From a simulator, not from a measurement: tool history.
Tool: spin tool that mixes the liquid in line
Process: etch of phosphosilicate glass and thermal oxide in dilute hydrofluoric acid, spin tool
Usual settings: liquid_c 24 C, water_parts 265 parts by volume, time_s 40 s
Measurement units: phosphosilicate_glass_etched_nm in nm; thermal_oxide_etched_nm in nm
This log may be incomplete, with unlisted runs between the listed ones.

run   hour  liquid_c  water_parts  time_s  wafers since the last listed run  hours since the thermometer was replaced  hours since the hydrofluoric acid flow meter was replaced  hours since the gauge calibration  read-back film thickness of the phosphosilicate glass reference wafer, read on the same gauge (nm)  read-back film thickness of the thermal oxide reference wafer, read on the same gauge (nm)  phosphosilicate_glass_etched_nm  thermal_oxide_etched_nm
  1      0        24          265      40                                 0                                    2845.9                                                      781.3                              402.2                                                                                              120.01                                                                                      29.998                            11.04                    0.713
       8.8  -- gauge calibrated
  2      9        24          265      40                               140                                    2854.9                                                      790.3                                0.2                                                                                                 120                                                                                      30.008                             10.9                      0.7
  3   22.5        24          265      40                               210                                    2868.4                                                      803.8                               13.7                                                                                              120.01                                                                                      30.001                            10.94                    0.651
  4   36.2        24          265      40                               213                                    2882.1                                                      817.5                               27.4                                                                                                 120                                                                                      29.985                            11.08                      0.7
  5   43.2        24          265      40                               109                                    2889.1                                                      824.5                               34.4                                                                                              120.01                                                                                       30.01                            10.88                    0.655
      54.4  -- thermometer replaced
  6   58.2        24          265      40                               218                                       3.8                                                      839.5                               49.4                                                                                                 120                                                                                      29.961                            10.93                    0.675
  7   66.3        24          265      40                               126                                      11.9                                                      847.6                               57.5                                                                                              119.99                                                                                      30.003                             10.9                    0.655
  8   78.8        24          265      40                               194                                      24.4                                                      860.1                                 70                                                                                              119.99                                                                                      30.001                            10.82                    0.665
  9     96      27.5          365      50                               268                                      41.6                                                      877.3                               87.2                                                                                              119.98                                                                                      30.026                            10.07                    0.668
 10  109.1        24          265      40                               204                                      54.7                                                      890.4                              100.3                                                                                                 120                                                                                      29.986                            10.94                    0.665
 11  124.1      19.5          265      40                               233                                      69.7                                                      905.4                              115.3                                                                                              119.99                                                                                      29.998                             9.23                    0.574
 12  138.6        28          265      40                               225                                      84.2                                                      919.9                              129.8                                                                                                 120                                                                                      30.008                            12.55                    0.799
 13  156.4        28          385      55                               277                                       102                                                      937.7                              147.6                                                                                              119.99                                                                                      30.006                            10.58                    0.614
 14  168.5        24          265      40                               188                                     114.1                                                      949.8                              159.7                                                                                              119.99                                                                                      30.011                            11.08                    0.704
     170.2  -- hydrofluoric acid flow meter replaced
 15  184.9        24          265      60                               240                                     130.5                                                       14.7                              176.1                                                                                              119.99                                                                                      29.973                            16.27                    0.945
 16  197.7        24          265      50                               199                                     143.3                                                       27.5                              188.9                                                                                              119.98                                                                                      30.011                            13.63                    0.844
 17  212.9        24          265      40                               236                                     158.5                                                       42.7                              204.1                                                                                              120.01                                                                                      29.993                            10.72                    0.626
 18  220.5      28.5          225      55                               118                                     166.1                                                       50.3                              211.7                                                                                                 120                                                                                      30.008                            21.62                     1.27
 19  233.3        24          175      40                               199                                     178.9                                                       63.1                              224.5                                                                                              120.01                                                                                      29.983                             18.2                    1.147
 20  253.9      26.5          300      50                               321                                     199.5                                                       83.7                              245.1                                                                                              119.99                                                                                      29.995                             12.4                    0.744
 21  265.8        26          230      40                               185                                     211.4                                                       95.6                                257                                                                                              120.01                                                                                      30.018                            13.91                    0.825
 22    276      20.5          370      25                               158                                     221.6                                                      105.8                              267.2                                                                                                 120                                                                                      30.021                             3.91                    0.249
 23  282.9      22.5          360      40                               107                                     228.5                                                      112.7                              274.1                                                                                              119.99                                                                                      30.026                             6.97                    0.446
 24  296.3        24          265      40                               208                                     241.9                                                      126.1                              287.5                                                                                                 120                                                                                      30.015                            10.81                    0.626
 25    310        24          265      30                               213                                     255.6                                                      139.8                              301.2                                                                                                 120                                                                                      29.984                             8.04                    0.494
 26  317.9        24          390      40                               123                                     263.5                                                      147.7                              309.1                                                                                              120.01                                                                                      29.992                             6.56                    0.376
 27  328.2      26.5          200      65                               160                                     273.8                                                        158                              319.4                                                                                              120.01                                                                                          30                            27.71                    1.725

Forecast each of these 3 alternatives for the next run:
  A  328.6        24          315      40                                 6                                     274.2                                                      158.4                              319.8                                                                                                   ?                                                                                           ?                                ?                        ?
  B  328.6        19          215      55                                 6                                     274.2                                                      158.4                              319.8                                                                                                   ?                                                                                           ?                                ?                        ?
  C  328.6        27          265      40                                 6                                     274.2                                                      158.4                              319.8                                                                                                   ?                                                                                           ?                                ?                        ?

run  read-back film thickness of the phosphosilicate glass reference wafer, read on the same gauge (nm)  read-back film thickness of the thermal oxide reference wafer, read on the same gauge (nm)  phosphosilicate_glass_etched_nm  thermal_oxide_etched_nm
  A                                                                                              120.01                                                                                      29.986                             8.76                    0.516
  B                                                                                              120.01                                                                                      29.986                            16.17                    0.952
  C                                                                                              120.01                                                                                      29.986                            12.14                    0.715
Without the tool's hidden state the same runs would have given:
run  phosphosilicate_glass_etched_nm  thermal_oxide_etched_nm
  A                             8.76                    0.516
  B                            16.17                    0.952
  C                            12.14                    0.715
